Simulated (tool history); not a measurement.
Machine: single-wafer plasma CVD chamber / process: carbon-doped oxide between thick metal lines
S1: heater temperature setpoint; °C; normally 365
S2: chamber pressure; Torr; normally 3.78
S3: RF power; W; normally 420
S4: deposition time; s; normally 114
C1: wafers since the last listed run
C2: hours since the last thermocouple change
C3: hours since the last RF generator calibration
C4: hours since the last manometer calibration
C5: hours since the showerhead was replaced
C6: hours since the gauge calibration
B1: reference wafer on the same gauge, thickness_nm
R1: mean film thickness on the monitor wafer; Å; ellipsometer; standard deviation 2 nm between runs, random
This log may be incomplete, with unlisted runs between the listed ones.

{"run": 1, "hour": 0.0, "S1": 365, "S2": 3.78, "S3": 420, "S4": 114, "C1": 0, "C2": 2721.5, "C3": 1393.8, "C4": 681.7, "C5": 5389, "C6": 493.9, "B1": 523.098, "R1": 4649.64}
{"run": 2, "hour": 46.6, "S1": 365, "S2": 3.78, "S3": 420, "S4": 114, "C1": 541, "C2": 2768.1, "C3": 1440.4, "C4": 728.3, "C5": 5435.6, "C6": 540.5, "B1": 523.302, "R1": 4599.05}
{"run": 3, "hour": 103.8, "S1": 365, "S2": 3.78, "S3": 420, "S4": 129, "C1": 664, "C2": 2825.3, "C3": 1497.6, "C4": 785.5, "C5": 5492.8, "C6": 597.7, "B1": 522.733, "R1": 5172.64}
{"run": 4, "hour": 150.6, "S1": 365, "S2": 3.78, "S3": 420, "S4": 129, "C1": 543, "C2": 2872.1, "C3": 1544.4, "C4": 832.3, "C5": 5539.6, "C6": 644.5, "B1": 522.611, "R1": 5210.8}
{"run": 5, "hour": 178.9, "S1": 365, "S2": 3.78, "S3": 420, "S4": 129, "C1": 328, "C2": 2900.4, "C3": 1572.7, "C4": 860.6, "C5": 5567.9, "C6": 672.8, "B1": 522.339, "R1": 5175.71}
{"run": 6, "hour": 211.9, "S1": 365, "S2": 3.78, "S3": 420, "S4": 114, "C1": 383, "C2": 2933.4, "C3": 1605.7, "C4": 893.6, "C5": 5600.9, "C6": 705.8, "B1": 523.313, "R1": 4588.48}
{"run": 7, "hour": 245.5, "S1": 365, "S2": 3.78, "S3": 420, "S4": 114, "C1": 390, "C2": 2967, "C3": 1639.3, "C4": 927.2, "C5": 5634.5, "C6": 739.4, "B1": 523.169, "R1": 4574.3}
{"run": 8, "hour": 314.7, "S1": 365, "S2": 3.78, "S3": 420, "S4": 114, "C1": 803, "C2": 3036.2, "C3": 1708.5, "C4": 996.4, "C5": 5703.7, "C6": 808.6, "B1": 522.681, "R1": 4636.06}
{"run": 9, "hour": 354.8, "S1": 365, "S2": 3.78, "S3": 420, "S4": 114, "C1": 465, "C2": 3076.3, "C3": 1748.6, "C4": 1036.5, "C5": 5743.8, "C6": 848.7, "B1": 522.57, "R1": 4605.73}
{"run": 10, "hour": 387.9, "S1": 365, "S2": 3.78, "S3": 420, "S4": 114, "C1": 384, "C2": 3109.4, "C3": 1781.7, "C4": 1069.6, "C5": 5776.9, "C6": 881.8, "B1": 522.766, "R1": 4571.19}
{"hour": 440.8, "done": "showerhead replaced"}
{"run": 11, "hour": 446.1, "S1": 365, "S2": 3.78, "S3": 420, "S4": 114, "C1": 583, "C2": 3167.6, "C3": 1839.9, "C4": 1127.8, "C5": 5.3, "C6": 940, "B1": 522.938, "R1": 4579.46}
{"hour": 467.8, "done": "thermocouple changed; heater temperature recalibrated"}
{"run": 12, "hour": 512.7, "S1": 365, "S2": 3.18, "S3": 420, "S4": 114, "C1": 680, "C2": 44.9, "C3": 1906.5, "C4": 1194.4, "C5": 71.9, "C6": 1006.6, "B1": 522.657, "R1": 4520.82}
{"hour": 520.8, "done": "gauge calibrated"}
{"hour": 545.8, "done": "RF generator calibrated"}
{"run": 13, "hour": 716.6, "S1": 351, "S2": 3.78, "S3": 420, "S4": 135, "C1": 2275, "C2": 248.8, "C3": 170.8, "C4": 1398.3, "C5": 275.8, "C6": 195.8, "B1": 522.638, "R1": 5832.36}
{"run": 14, "hour": 785.6, "S1": 365, "S2": 3.08, "S3": 420, "S4": 114, "C1": 801, "C2": 317.8, "C3": 239.8, "C4": 1467.3, "C5": 344.8, "C6": 264.8, "B1": 523.393, "R1": 4626.61}
{"hour": 796.0, "done": "capacitance manometer re-zeroed and calibrated"}
{"run": 15, "hour": 828.7, "S1": 370, "S2": 3.78, "S3": 420, "S4": 98, "C1": 407, "C2": 360.9, "C3": 282.9, "C4": 32.7, "C5": 387.9, "C6": 307.9, "B1": 523.827, "R1": 4016.22}
{"run": 16, "hour": 873.4, "S1": 380, "S2": 3.78, "S3": 505, "S4": 122, "C1": 519, "C2": 405.6, "C3": 327.6, "C4": 77.4, "C5": 432.6, "C6": 352.6, "B1": 522.862, "R1": 5335.12}
{"run": 17, "hour": 941.9, "S1": 365, "S2": 4.57, "S3": 420, "S4": 114, "C1": 795, "C2": 474.1, "C3": 396.1, "C4": 145.9, "C5": 501.1, "C6": 421.1, "B1": 523.059, "R1": 4801.38}
{"run": 18, "hour": 968.1, "S1": 352, "S2": 3.78, "S3": 420, "S4": 123, "C1": 304, "C2": 500.3, "C3": 422.3, "C4": 172.1, "C5": 527.3, "C6": 447.3, "B1": 522.228, "R1": 5259.12}
{"run": 19, "hour": 1013.8, "S1": 365, "S2": 3.78, "S3": 480, "S4": 95, "C1": 530, "C2": 546, "C3": 468, "C4": 217.8, "C5": 573, "C6": 493, "B1": 523.152, "R1": 4194.6}
{"run": 20, "hour": 1056.3, "S1": 371, "S2": 3.21, "S3": 420, "S4": 123, "C1": 493, "C2": 588.5, "C3": 510.5, "C4": 260.3, "C5": 615.5, "C6": 535.5, "B1": 523.74, "R1": 4951.07}
{"run": 21, "hour": 1082.2, "S1": 365, "S2": 3.78, "S3": 420, "S4": 114, "C1": 300, "C2": 614.4, "C3": 536.4, "C4": 286.2, "C5": 641.4, "C6": 561.4, "B1": 522.932, "R1": 4672.61}
{"run": 22, "hour": 1152.1, "S1": 365, "S2": 3.78, "S3": 420, "S4": 114, "C1": 811, "C2": 684.3, "C3": 606.3, "C4": 356.1, "C5": 711.3, "C6": 631.3, "B1": 522.86, "R1": 4649.17}

Branching from run 22: 3 alternative next runs. What would each branch give?
{"run": "A", "hour": 1152.5, "S1": 365, "S2": 3.78, "S3": 420, "S4": 114, "C1": 4, "C2": 684.7, "C3": 606.7, "C4": 356.5, "C5": 711.7, "C6": 631.7, "B1": "?", "R1": "?"}
{"run": "B", "hour": 1152.5, "S1": 357, "S2": 3.46, "S3": 355, "S4": 123, "C1": 4, "C2": 684.7, "C3": 606.7, "C4": 356.5, "C5": 711.7, "C6": 631.7, "B1": "?", "R1": "?"}
{"run": "C", "hour": 1152.5, "S1": 359, "S2": 4.35, "S3": 420, "S4": 114, "C1": 4, "C2": 684.7, "C3": 606.7, "C4": 356.5, "C5": 711.7, "C6": 631.7, "B1": "?", "R1": "?"}

run=A B1=523.16 R1=4692.24
run=B B1=523.16 R1=4734.25
run=C B1=523.16 R1=4820.88
Take away the tool's hidden state, keep each run's random variation, and the runs would have read:
run=A R1=4746.54
run=B R1=4791.45
run=C R1=4876.67
